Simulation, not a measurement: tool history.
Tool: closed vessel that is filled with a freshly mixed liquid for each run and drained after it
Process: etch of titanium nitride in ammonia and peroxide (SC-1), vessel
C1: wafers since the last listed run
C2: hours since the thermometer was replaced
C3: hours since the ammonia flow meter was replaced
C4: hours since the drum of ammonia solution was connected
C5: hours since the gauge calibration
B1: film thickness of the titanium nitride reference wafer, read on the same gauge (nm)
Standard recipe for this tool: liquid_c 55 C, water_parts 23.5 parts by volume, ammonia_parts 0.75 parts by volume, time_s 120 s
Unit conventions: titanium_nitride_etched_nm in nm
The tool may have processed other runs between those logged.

{"run": 1, "day": 0.0, "liquid_c": 55, "water_parts": 23.5, "ammonia_parts": 0.75, "time_s": 120, "C1": 0, "C2": 153.7, "C3": 1133.7, "C4": 274.6, "C5": 438.9, "B1": 29.98, "titanium_nitride_etched_nm": 8.1}
{"run": 2, "day": 1.583, "liquid_c": 55, "water_parts": 23.5, "ammonia_parts": 0.75, "time_s": 120, "C1": 4101, "C2": 191.7, "C3": 1171.7, "C4": 312.6, "C5": 476.9, "B1": 29.99, "titanium_nitride_etched_nm": 8.02}
{"run": 3, "day": 4.529, "liquid_c": 55, "water_parts": 23.5, "ammonia_parts": 0.75, "time_s": 120, "C1": 7631, "C2": 262.4, "C3": 1242.4, "C4": 383.3, "C5": 547.6, "B1": 29.98, "titanium_nitride_etched_nm": 8.07}
{"run": 4, "day": 6.071, "liquid_c": 55, "water_parts": 23.5, "ammonia_parts": 0.9, "time_s": 120, "C1": 3993, "C2": 299.4, "C3": 1279.4, "C4": 420.3, "C5": 584.6, "B1": 29.99, "titanium_nitride_etched_nm": 8.33}
{"run": 5, "day": 7.121, "liquid_c": 55, "water_parts": 23.5, "ammonia_parts": 0.9, "time_s": 120, "C1": 2720, "C2": 324.6, "C3": 1304.6, "C4": 445.5, "C5": 609.8, "B1": 30.02, "titanium_nitride_etched_nm": 8.34}
{"run": 6, "day": 9.604, "liquid_c": 55, "water_parts": 23.5, "ammonia_parts": 0.75, "time_s": 120, "C1": 6433, "C2": 384.2, "C3": 1364.2, "C4": 505.1, "C5": 669.4, "B1": 29.98, "titanium_nitride_etched_nm": 8.04}
{"run": 7, "day": 11.208, "liquid_c": 55, "water_parts": 23.5, "ammonia_parts": 0.75, "time_s": 120, "C1": 4155, "C2": 422.7, "C3": 1402.7, "C4": 543.6, "C5": 707.9, "B1": 29.99, "titanium_nitride_etched_nm": 8}
{"day": 11.3, "done": "new drum of ammonia solution connected"}
{"run": 8, "day": 13.125, "liquid_c": 55, "water_parts": 23.5, "ammonia_parts": 0.75, "time_s": 90, "C1": 4857, "C2": 468.7, "C3": 1448.7, "C4": 43.8, "C5": 753.9, "B1": 29.98, "titanium_nitride_etched_nm": 6.04}
{"run": 9, "day": 15.762, "liquid_c": 55, "water_parts": 23.5, "ammonia_parts": 0.75, "time_s": 90, "C1": 6832, "C2": 532, "C3": 1512, "C4": 107.1, "C5": 817.2, "B1": 29.98, "titanium_nitride_etched_nm": 6.05}
{"run": 10, "day": 17.738, "liquid_c": 55, "water_parts": 23.5, "ammonia_parts": 0.75, "time_s": 90, "C1": 5116, "C2": 579.4, "C3": 1559.4, "C4": 154.5, "C5": 864.6, "B1": 29.95, "titanium_nitride_etched_nm": 6.05}
{"run": 11, "day": 19.388, "liquid_c": 55, "water_parts": 27.5, "ammonia_parts": 0.75, "time_s": 120, "C1": 4274, "C2": 619, "C3": 1599, "C4": 194.1, "C5": 904.2, "B1": 30.01, "titanium_nitride_etched_nm": 7.34}
{"run": 12, "day": 22.292, "liquid_c": 55, "water_parts": 27.5, "ammonia_parts": 0.75, "time_s": 120, "C1": 7523, "C2": 688.7, "C3": 1668.7, "C4": 263.8, "C5": 973.9, "B1": 30, "titanium_nitride_etched_nm": 7.38}
{"run": 13, "day": 25.058, "liquid_c": 48, "water_parts": 23.5, "ammonia_parts": 0.75, "time_s": 120, "C1": 7167, "C2": 755.1, "C3": 1735.1, "C4": 330.2, "C5": 1040.3, "B1": 30.02, "titanium_nitride_etched_nm": 5.01}
{"run": 14, "day": 26.204, "liquid_c": 55, "water_parts": 23.5, "ammonia_parts": 0.75, "time_s": 85, "C1": 2968, "C2": 782.6, "C3": 1762.6, "C4": 357.7, "C5": 1067.8, "B1": 29.99, "titanium_nitride_etched_nm": 5.76}
{"day": 27.329, "done": "ammonia flow meter replaced"}
{"run": 15, "day": 28.267, "liquid_c": 55, "water_parts": 23.5, "ammonia_parts": 0.75, "time_s": 120, "C1": 5235, "C2": 832.1, "C3": 22.5, "C4": 407.2, "C5": 1117.3, "B1": 29.98, "titanium_nitride_etched_nm": 7.9}
{"run": 16, "day": 30.354, "liquid_c": 55, "water_parts": 23.5, "ammonia_parts": 0.75, "time_s": 120, "C1": 5407, "C2": 882.2, "C3": 72.6, "C4": 457.3, "C5": 1167.4, "B1": 29.98, "titanium_nitride_etched_nm": 7.94}
{"day": 31.033, "done": "new drum of ammonia solution connected"}
{"run": 17, "day": 33.042, "liquid_c": 55, "water_parts": 12.5, "ammonia_parts": 0.75, "time_s": 165, "C1": 6854, "C2": 946.7, "C3": 137.1, "C4": 48.2, "C5": 1231.9, "B1": 29.99, "titanium_nitride_etched_nm": 15.38}
{"day": 34.292, "done": "thermometer replaced"}
{"run": 18, "day": 35.762, "liquid_c": 55, "water_parts": 23.5, "ammonia_parts": 1, "time_s": 120, "C1": 6940, "C2": 35.3, "C3": 202.4, "C4": 113.5, "C5": 1297.2, "B1": 29.98, "titanium_nitride_etched_nm": 8.29}
{"run": 19, "day": 38.554, "liquid_c": 58.5, "water_parts": 15, "ammonia_parts": 0.65, "time_s": 60, "C1": 7232, "C2": 102.3, "C3": 269.4, "C4": 180.5, "C5": 1364.2, "B1": 30, "titanium_nitride_etched_nm": 6.27}
{"day": 41.467, "done": "gauge calibrated"}
{"run": 20, "day": 45.121, "liquid_c": 55, "water_parts": 23.5, "ammonia_parts": 0.75, "time_s": 145, "C1": 17011, "C2": 259.9, "C3": 427, "C4": 338.1, "C5": 87.7, "B1": 29.97, "titanium_nitride_etched_nm": 9.62}
{"run": 21, "day": 46.667, "liquid_c": 55, "water_parts": 32.5, "ammonia_parts": 0.75, "time_s": 120, "C1": 4004, "C2": 297, "C3": 464.1, "C4": 375.2, "C5": 124.8, "B1": 29.99, "titanium_nitride_etched_nm": 6.65}
{"run": 22, "day": 49.488, "liquid_c": 55, "water_parts": 23.5, "ammonia_parts": 0.75, "time_s": 95, "C1": 7307, "C2": 364.7, "C3": 531.8, "C4": 442.9, "C5": 192.5, "B1": 30, "titanium_nitride_etched_nm": 6.34}
{"day": 49.975, "done": "new drum of ammonia solution connected"}
{"run": 23, "day": 51.354, "liquid_c": 45, "water_parts": 31.5, "ammonia_parts": 0.75, "time_s": 95, "C1": 4727, "C2": 409.5, "C3": 576.6, "C4": 33.1, "C5": 237.3, "B1": 30.03, "titanium_nitride_etched_nm": 2.67}
{"run": 24, "day": 52.975, "liquid_c": 55, "water_parts": 23.5, "ammonia_parts": 0.75, "time_s": 120, "C1": 4199, "C2": 448.4, "C3": 615.5, "C4": 72, "C5": 276.2, "B1": 30.01, "titanium_nitride_etched_nm": 7.95}
{"run": 25, "day": 55.617, "liquid_c": 55, "water_parts": 23.5, "ammonia_parts": 0.75, "time_s": 120, "C1": 6843, "C2": 511.8, "C3": 678.9, "C4": 135.4, "C5": 339.6, "B1": 30, "titanium_nitride_etched_nm": 7.97}
{"run": 26, "day": 57.512, "liquid_c": 55, "water_parts": 23.5, "ammonia_parts": 0.75, "time_s": 120, "C1": 4911, "C2": 557.3, "C3": 724.4, "C4": 180.9, "C5": 385.1, "B1": 29.97, "titanium_nitride_etched_nm": 8}
{"run": 27, "day": 65.796, "liquid_c": 55, "water_parts": 27.5, "ammonia_parts": 0.9, "time_s": 120, "C1": 21459, "C2": 756.1, "C3": 923.2, "C4": 379.7, "C5": 583.9, "B1": 30.01, "titanium_nitride_etched_nm": 7.56}
{"run": 28, "day": 67.162, "liquid_c": 51, "water_parts": 23.5, "ammonia_parts": 0.95, "time_s": 120, "C1": 3540, "C2": 788.9, "C3": 956, "C4": 412.5, "C5": 616.7, "B1": 30.02, "titanium_nitride_etched_nm": 6.33}

Hidden condition of the tool, last listed run before each entry between runs versus first listed run after:
Run 7 -> run 8: new drum of ammonia solution connected (day 11.3)
  ammonia flow above the setpoint (%): 10.5 -> 10.8
  what was measured, less what the result would be without the hidden state, titanium_nitride_etched_nm: +0.15 -> +0.12 nm
Run 14 -> run 15: ammonia flow meter replaced (day 27.329)
  ammonia flow above the setpoint (%): 12.8 -> 1.31
  what was measured, less what the result would be without the hidden state, titanium_nitride_etched_nm: +0.12 -> +0.01 nm
Run 16 -> run 17: new drum of ammonia solution connected (day 31.033)
  ammonia flow above the setpoint (%): 1.64 -> 2.06
  what was measured, less what the result would be without the hidden state, titanium_nitride_etched_nm: +0.02 -> +0.06 nm
Run 17 -> run 18: thermometer replaced (day 34.292)
  ammonia flow above the setpoint (%): 2.06 -> 2.49
  what was measured, less what the result would be without the hidden state, titanium_nitride_etched_nm: +0.06 -> +0.04 nm
Run 19 -> run 20: gauge calibrated (day 41.467)
  ammonia flow above the setpoint (%): 2.93 -> 3.97
  what was measured, less what the result would be without the hidden state, titanium_nitride_etched_nm: +0.03 -> +0.07 nm
Run 22 -> run 23: new drum of ammonia solution connected (day 49.975)
  ammonia flow above the setpoint (%): 4.66 -> 4.95
  what was measured, less what the result would be without the hidden state, titanium_nitride_etched_nm: +0.06 -> +0.03 nm
